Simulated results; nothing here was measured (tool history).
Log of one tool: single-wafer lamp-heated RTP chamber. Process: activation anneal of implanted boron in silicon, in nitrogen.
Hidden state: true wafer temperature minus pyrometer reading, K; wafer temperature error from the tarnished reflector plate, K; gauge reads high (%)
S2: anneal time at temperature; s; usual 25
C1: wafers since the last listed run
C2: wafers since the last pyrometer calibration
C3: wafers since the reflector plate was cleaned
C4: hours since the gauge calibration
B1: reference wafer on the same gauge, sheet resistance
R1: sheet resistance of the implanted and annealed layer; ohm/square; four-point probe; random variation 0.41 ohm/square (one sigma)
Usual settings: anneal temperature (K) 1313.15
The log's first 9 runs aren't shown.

run 10 day=8.383 | anneal_temperature_(K)=1313.15 S2=25 | C1=195 C2=1412 C3=8127 C4=477.7 | B1=91.75 | R1=84.69
run 11 day=9.712 | anneal_temperature_(K)=1313.15 S2=25 | C1=484 C2=1896 C3=8612 C4=509.6 | B1=92.04 | R1=84.38
run 12 day=10.533 | anneal_temperature_(K)=1313.15 S2=20 | C1=299 C2=2195 C3=8911 C4=529.3 | B1=91.89 | R1=85.93
run 13 day=12.012 | anneal_temperature_(K)=1313.15 S2=20 | C1=538 C2=2734 C3=9449 C4=564.8 | B1=92.01 | R1=86.98
-- day=12.529 pyrometer window cleaned and pyrometer calibrated, repeated, since the last time left the tool worse
run 14 day=12.671 | anneal_temperature_(K)=1313.15 S2=20 | C1=118 C2=51 C3=9568 C4=580.6 | B1=91.88 | R1=91.52
run 15 day=16.812 | anneal_temperature_(K)=1329.15 S2=25 | C1=1508 C2=1560 C3=11076 C4=680 | B1=91.85 | R1=83.06
run 16 day=17.662 | anneal_temperature_(K)=1329.15 S2=25 | C1=309 C2=1870 C3=11386 C4=700.4 | B1=91.96 | R1=82.96
run 17 day=18.821 | anneal_temperature_(K)=1313.15 S2=25 | C1=421 C2=2292 C3=11808 C4=728.2 | B1=91.86 | R1=87.62
run 18 day=19.342 | anneal_temperature_(K)=1313.15 S2=20 | C1=189 C2=2481 C3=11998 C4=740.7 | B1=91.87 | R1=90.46
-- day=19.717 gauge calibrated
run 19 day=20.075 | anneal_temperature_(K)=1321.15 S2=36 | C1=267 C2=2749 C3=12265 C4=8.6 | B1=91.88 | R1=81.95
run 20 day=20.879 | anneal_temperature_(K)=1313.15 S2=16 | C1=292 C2=3042 C3=12558 C4=27.9 | B1=92.03 | R1=92.38
-- day=21.788 pyrometer window cleaned and pyrometer calibrated
run 21 day=22.321 | anneal_temperature_(K)=1313.15 S2=25 | C1=403 C2=193 C3=12962 C4=62.5 | B1=91.95 | R1=89.84
run 22 day=23.529 | anneal_temperature_(K)=1330.15 S2=35 | C1=440 C2=633 C3=13402 C4=91.5 | B1=91.93 | R1=80.21
run 23 day=24.046 | anneal_temperature_(K)=1302.15 S2=13 | C1=188 C2=822 C3=13590 C4=103.9 | B1=91.89 | R1=99.67
-- day=24.662 reflector plate cleaned
run 24 day=25.204 | anneal_temperature_(K)=1295.15 S2=21 | C1=300 C2=1122 C3=196 C4=131.7 | B1=91.94 | R1=98.31
run 25 day=26.325 | anneal_temperature_(K)=1340.15 S2=25 | C1=408 C2=1530 C3=605 C4=158.6 | B1=91.8 | R1=80.85

Forecast run 26:
run 26 day=26.846 | anneal_temperature_(K)=1325.15 S2=25 | C1=189 C2=1720 C3=794 C4=171.1 | B1=? | R1=?

{"run 26": {"B1": 91.97, "R1": 83.79}}
Without the tool's hidden state the same run would have given R1 85.36 ohm/square.
